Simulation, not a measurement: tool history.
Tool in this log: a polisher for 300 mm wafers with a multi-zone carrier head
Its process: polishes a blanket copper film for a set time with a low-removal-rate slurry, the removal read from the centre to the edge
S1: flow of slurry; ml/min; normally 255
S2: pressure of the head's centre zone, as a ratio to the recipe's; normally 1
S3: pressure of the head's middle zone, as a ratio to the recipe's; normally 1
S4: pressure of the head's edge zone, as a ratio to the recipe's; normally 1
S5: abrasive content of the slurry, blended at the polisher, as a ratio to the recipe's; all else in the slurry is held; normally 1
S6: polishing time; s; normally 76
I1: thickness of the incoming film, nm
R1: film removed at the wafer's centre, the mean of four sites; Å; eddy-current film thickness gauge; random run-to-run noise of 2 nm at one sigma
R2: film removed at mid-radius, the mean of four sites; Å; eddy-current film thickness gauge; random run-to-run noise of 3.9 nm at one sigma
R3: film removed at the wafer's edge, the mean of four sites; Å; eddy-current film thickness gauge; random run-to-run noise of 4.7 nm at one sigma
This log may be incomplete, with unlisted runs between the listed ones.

| run | hour | S1 | S2 | S3 | S4 | S5 | S6 | I1 | R1 | R2 | R3 |
|---|---|---|---|---|---|---|---|---|---|---|---|
| 1 | 0 | 255 | 1 | 1 | 1 | 1 | 76 | 1097.6 | 3177 | 3084 | 3103 |
| 2 | 57.8 | 255 | 1 | 1 | 1 | 1 | 76 | 1081.7 | 3198 | 3092 | 3185 |
| 3 | 100.6 | 255 | 1 | 1 | 1 | 1 | 76 | 1102.2 | 3197 | 3059 | 3247 |
| 4 | 195.7 | 255 | 1 | 1 | 1 | 1 | 76 | 1086.6 | 3222 | 3194 | 3159 |
|  | 205.3 | worn pad replaced by a new one |
| 5 | 240 | 255 | 1 | 1 | 1 | 1 | 76 | 1079.4 | 3204 | 3083 | 3179 |
| 6 | 303.5 | 255 | 1 | 1 | 1 | 1 | 76 | 1081.7 | 3192 | 3133 | 3142 |
| 7 | 348.7 | 190 | 1 | 1 | 1 | 1 | 95 | 1092.9 | 3881 | 3718 | 3811 |
| 8 | 424.7 | 190 | 1 | 1 | 1 | 1 | 95 | 1082.4 | 3824 | 3698 | 3796 |
| 9 | 467 | 190 | 1 | 1 | 1 | 1 | 95 | 1094.3 | 3918 | 3775 | 3925 |
| 10 | 518.7 | 255 | 1 | 1 | 1 | 1 | 76 | 1105.8 | 3185 | 3089 | 3187 |
|  | 534.7 | worn pad replaced by a new one |
|  | 565.1 | edge zone pressure recalibrated |
| 11 | 616.8 | 255 | 1 | 1 | 1 | 1 | 76 | 1098.7 | 3203 | 3078 | 3210 |
| 12 | 653.1 | 255 | 1.1 | 0.92 | 1 | 0.85 | 84 | 1073.1 | 3705 | 3110 | 3403 |
|  | 664.2 | slurry nozzle cleaned |
| 13 | 698.9 | 205 | 1 | 1 | 1.1 | 1 | 76 | 1079.6 | 3118 | 3024 | 3181 |
| 14 | 746.6 | 190 | 1 | 1 | 1 | 1 | 95 | 1076.9 | 3866 | 3720 | 3805 |
| 15 | 835.9 | 255 | 0.92 | 1 | 1 | 1 | 87 | 1094.4 | 3425 | 3610 | 3672 |
|  | 838.5 | centre zone pressure recalibrated |
|  | 843.7 | worn pad replaced by a new one |
| 16 | 909.9 | 255 | 0.88 | 0.93 | 1 | 1.15 | 76 | 1106.2 | 2988 | 3017 | 3334 |
| 17 | 975.5 | 255 | 1 | 0.93 | 1 | 0.75 | 76 | 1087.1 | 3027 | 2741 | 3004 |
|  | 1030.2 | carrier head's membrane replaced by a new one |
| 18 | 1060 | 255 | 0.9 | 1 | 1 | 1 | 76 | 1080.2 | 2915 | 3072 | 3127 |
|  | 1109.1 | worn pad replaced by a new one |
| 19 | 1118.2 | 255 | 1 | 1 | 1 | 0.75 | 76 | 1096.8 | 3029 | 2951 | 2947 |
| 20 | 1213.7 | 335 | 0.95 | 0.89 | 1 | 1 | 76 | 1079.5 | 3130 | 2887 | 3307 |
| 21 | 1302.7 | 255 | 1.03 | 1.1 | 1 | 1 | 76 | 1094.3 | 3285 | 3408 | 3196 |
|  | 1326.1 | slurry nozzle cleaned |
|  | 1340.4 | edge zone pressure recalibrated |
| 22 | 1345.6 | 230 | 1 | 1.03 | 1 | 1 | 76 | 1098.1 | 3160 | 3156 | 3136 |

Each row is a separate what-if for the run after 22, all from the same tool condition, not one after another. Results?
| A | 1346 | 255 | 1 | 1 | 1 | 1 | 76 | 1067.2 | ? | ? | ? |
| B | 1346 | 255 | 1.1 | 1.08 | 0.88 | 1 | 59 | 1067.2 | ? | ? | ? |
| C | 1346 | 255 | 1 | 1 | 0.89 | 1 | 76 | 1067.2 | ? | ? | ? |

| run | R1 | R2 | R3 |
|---|---|---|---|
| A | 3179 | 3124 | 3238 |
| B | 2666 | 2581 | 2424 |
| C | 3179 | 3124 | 3135 |
Take away the tool's hidden state, keep each run's random variation, and the runs would have read:
| run | R1 | R2 | R3 |
|---|---|---|---|
| A | 3179 | 3124 | 3238 |
| B | 2666 | 2581 | 2424 |
| C | 3179 | 3124 | 3135 |
